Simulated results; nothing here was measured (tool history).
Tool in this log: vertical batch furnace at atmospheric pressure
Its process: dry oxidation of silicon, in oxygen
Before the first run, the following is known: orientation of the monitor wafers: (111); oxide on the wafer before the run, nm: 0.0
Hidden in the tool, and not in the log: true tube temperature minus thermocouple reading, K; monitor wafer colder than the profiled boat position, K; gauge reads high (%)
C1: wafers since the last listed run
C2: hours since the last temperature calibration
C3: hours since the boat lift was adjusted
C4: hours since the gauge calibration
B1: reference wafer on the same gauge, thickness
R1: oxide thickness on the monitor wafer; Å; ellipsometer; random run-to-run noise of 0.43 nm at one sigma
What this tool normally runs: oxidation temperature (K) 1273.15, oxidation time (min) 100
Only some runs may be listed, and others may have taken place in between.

{"run": 1, "hour": 0.0, "oxidation temperature (K)": 1273.15, "oxidation time (min)": 100, "C1": 0, "C2": 2254.6, "C3": 1287.7, "C4": 899.2, "B1": 103.85, "R1": 1065.8}
{"run": 2, "hour": 71.8, "oxidation temperature (K)": 1273.15, "oxidation time (min)": 100, "C1": 544, "C2": 2326.4, "C3": 1359.5, "C4": 971, "B1": 103.94, "R1": 1071.5}
{"run": 3, "hour": 123.5, "oxidation temperature (K)": 1293.15, "oxidation time (min)": 100, "C1": 392, "C2": 2378.1, "C3": 1411.2, "C4": 1022.7, "B1": 103.95, "R1": 1227.4}
{"hour": 174.8, "done": "gauge calibrated"}
{"run": 4, "hour": 229.8, "oxidation temperature (K)": 1290.15, "oxidation time (min)": 138, "C1": 806, "C2": 2484.4, "C3": 1517.5, "C4": 55, "B1": 103.95, "R1": 1480.3}
{"run": 5, "hour": 289.8, "oxidation temperature (K)": 1273.15, "oxidation time (min)": 130.5, "C1": 455, "C2": 2544.4, "C3": 1577.5, "C4": 115, "B1": 104, "R1": 1276.4}
{"run": 6, "hour": 380.1, "oxidation temperature (K)": 1273.15, "oxidation time (min)": 130.5, "C1": 685, "C2": 2634.7, "C3": 1667.8, "C4": 205.3, "B1": 103.91, "R1": 1264.2}
{"run": 7, "hour": 459.5, "oxidation temperature (K)": 1273.15, "oxidation time (min)": 100, "C1": 602, "C2": 2714.1, "C3": 1747.2, "C4": 284.7, "B1": 103.98, "R1": 1074.7}
{"run": 8, "hour": 546.3, "oxidation temperature (K)": 1273.15, "oxidation time (min)": 100, "C1": 658, "C2": 2800.9, "C3": 1834, "C4": 371.5, "B1": 103.95, "R1": 1081.2}
{"run": 9, "hour": 615.3, "oxidation temperature (K)": 1273.15, "oxidation time (min)": 100, "C1": 523, "C2": 2869.9, "C3": 1903, "C4": 440.5, "B1": 103.98, "R1": 1078.3}
{"run": 10, "hour": 652.3, "oxidation temperature (K)": 1273.15, "oxidation time (min)": 100, "C1": 280, "C2": 2906.9, "C3": 1940, "C4": 477.5, "B1": 103.93, "R1": 1075.8}
{"hour": 761.5, "done": "thermocouples replaced and temperature profile calibrated"}
{"run": 11, "hour": 780.0, "oxidation temperature (K)": 1273.15, "oxidation time (min)": 100, "C1": 786, "C2": 18.5, "C3": 2067.7, "C4": 605.2, "B1": 103.96, "R1": 1036.9}
{"run": 12, "hour": 886.0, "oxidation temperature (K)": 1273.15, "oxidation time (min)": 100, "C1": 804, "C2": 124.5, "C3": 2173.7, "C4": 711.2, "B1": 103.96, "R1": 1041.1}
{"run": 13, "hour": 940.4, "oxidation temperature (K)": 1273.15, "oxidation time (min)": 100, "C1": 412, "C2": 178.9, "C3": 2228.1, "C4": 765.6, "B1": 104.11, "R1": 1044}
{"hour": 1026.7, "done": "boat lift adjusted"}
{"run": 14, "hour": 1027.2, "oxidation temperature (K)": 1288.15, "oxidation time (min)": 125, "C1": 476, "C2": 265.7, "C3": 0.5, "C4": 852.4, "B1": 104.22, "R1": 1341}
{"run": 15, "hour": 1078.4, "oxidation temperature (K)": 1262.15, "oxidation time (min)": 66.5, "C1": 388, "C2": 316.9, "C3": 51.7, "C4": 903.6, "B1": 103.96, "R1": 733.7}
{"hour": 1090.3, "done": "gauge calibrated"}
{"run": 16, "hour": 1168.4, "oxidation temperature (K)": 1291.15, "oxidation time (min)": 132, "C1": 682, "C2": 406.9, "C3": 141.7, "C4": 78.1, "B1": 103.87, "R1": 1407.7}
{"run": 17, "hour": 1220.4, "oxidation temperature (K)": 1261.15, "oxidation time (min)": 86, "C1": 394, "C2": 458.9, "C3": 193.7, "C4": 130.1, "B1": 104.11, "R1": 868.6}
{"run": 18, "hour": 1268.3, "oxidation temperature (K)": 1260.15, "oxidation time (min)": 72.5, "C1": 363, "C2": 506.8, "C3": 241.6, "C4": 178, "B1": 103.91, "R1": 769.9}
{"run": 19, "hour": 1366.3, "oxidation temperature (K)": 1273.15, "oxidation time (min)": 132.5, "C1": 743, "C2": 604.8, "C3": 339.6, "C4": 276, "B1": 103.97, "R1": 1247.8}
{"run": 20, "hour": 1418.3, "oxidation temperature (K)": 1273.15, "oxidation time (min)": 100, "C1": 394, "C2": 656.8, "C3": 391.6, "C4": 328, "B1": 104.05, "R1": 1053}
{"run": 21, "hour": 1515.8, "oxidation temperature (K)": 1251.15, "oxidation time (min)": 87, "C1": 739, "C2": 754.3, "C3": 489.1, "C4": 425.5, "B1": 103.96, "R1": 816.1}
{"run": 22, "hour": 1583.8, "oxidation temperature (K)": 1273.15, "oxidation time (min)": 84.5, "C1": 516, "C2": 822.3, "C3": 557.1, "C4": 493.5, "B1": 103.86, "R1": 932.9}
{"run": 23, "hour": 1627.8, "oxidation temperature (K)": 1273.15, "oxidation time (min)": 100, "C1": 333, "C2": 866.3, "C3": 601.1, "C4": 537.5, "B1": 104.11, "R1": 1044.2}
{"run": 24, "hour": 1730.2, "oxidation temperature (K)": 1294.15, "oxidation time (min)": 76, "C1": 777, "C2": 968.7, "C3": 703.5, "C4": 639.9, "B1": 103.91, "R1": 1018.5}

What if the next run were any one of these 3? Each begins from the tool's condition after run 24:
{"run": "A", "hour": 1735.3, "oxidation temperature (K)": 1265.15, "oxidation time (min)": 100, "C1": 38, "C2": 973.8, "C3": 708.6, "C4": 645, "B1": "?", "R1": "?"}
{"run": "B", "hour": 1735.3, "oxidation temperature (K)": 1273.15, "oxidation time (min)": 85, "C1": 38, "C2": 973.8, "C3": 708.6, "C4": 645, "B1": "?", "R1": "?"}
{"run": "C", "hour": 1735.3, "oxidation temperature (K)": 1281.15, "oxidation time (min)": 127, "C1": 38, "C2": 973.8, "C3": 708.6, "C4": 645, "B1": "?", "R1": "?"}

run=A B1=103.87 R1=988.4
run=B B1=103.87 R1=942
run=C B1=103.87 R1=1290.6
With no hidden state in the tool, these same runs would have given:
run=A R1=980.9
run=B R1=934.5
run=C R1=1280.8

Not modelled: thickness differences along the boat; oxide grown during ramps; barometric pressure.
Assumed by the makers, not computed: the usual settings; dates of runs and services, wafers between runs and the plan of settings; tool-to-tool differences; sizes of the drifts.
